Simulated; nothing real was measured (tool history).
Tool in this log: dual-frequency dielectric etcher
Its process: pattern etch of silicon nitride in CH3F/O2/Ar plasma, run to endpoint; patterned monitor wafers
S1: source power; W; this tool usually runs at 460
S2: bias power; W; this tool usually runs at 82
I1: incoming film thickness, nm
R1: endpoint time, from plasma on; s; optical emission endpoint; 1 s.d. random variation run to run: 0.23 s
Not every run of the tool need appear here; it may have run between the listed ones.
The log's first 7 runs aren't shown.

| run | day | S1 | S2 | I1 | R1 |
|---|---|---|---|---|---|
| 8 | 4.450 | 460 | 82 | 36.19 | 50.1 |
| 9 | 4.750 | 460 | 67 | 36.34 | 54.4 |
| 10 | 5.083 | 430 | 92 | 36.47 | 49.2 |
| 11 | 5.738 | 430 | 92 | 36.75 | 49.7 |
| 12 | 6.421 | 430 | 92 | 36.41 | 49.3 |
|  | 7.562 | upper electrode replaced |
| 13 | 7.583 | 530 | 82 | 36.44 | 48.7 |
|  | 8.608 | wet clean of the chamber |
| 14 | 8.629 | 410 | 72 | 36.70 | 53.7 |
| 15 | 8.642 | 390 | 82 | 36.48 | 51.2 |
| 16 | 8.971 | 460 | 82 | 36.65 | 49.7 |
| 17 | 9.554 | 520 | 73 | 36.23 | 50.0 |
| 18 | 10.283 | 410 | 67 | 36.59 | 55.1 |
| 19 | 10.783 | 460 | 82 | 36.75 | 50.2 |
|  | 11.508 | source power generator calibrated |
| 20 | 11.529 | 410 | 94 | 36.42 | 48.0 |
|  | 11.954 | bias power generator calibrated |
| 21 | 11.975 | 500 | 92 | 36.57 | 46.1 |
| 22 | 12.538 | 360 | 90 | 36.08 | 50.4 |
| 23 | 12.946 | 390 | 64 | 36.30 | 56.7 |

Run 24 is up next; what results do you expect?
| 24 | 13.342 | 460 | 65 | 36.19 | ? |

R1: 54.0 s
If the tool had no hidden condition, the same run with the same run-to-run variation would have returned R1 53.3 s.

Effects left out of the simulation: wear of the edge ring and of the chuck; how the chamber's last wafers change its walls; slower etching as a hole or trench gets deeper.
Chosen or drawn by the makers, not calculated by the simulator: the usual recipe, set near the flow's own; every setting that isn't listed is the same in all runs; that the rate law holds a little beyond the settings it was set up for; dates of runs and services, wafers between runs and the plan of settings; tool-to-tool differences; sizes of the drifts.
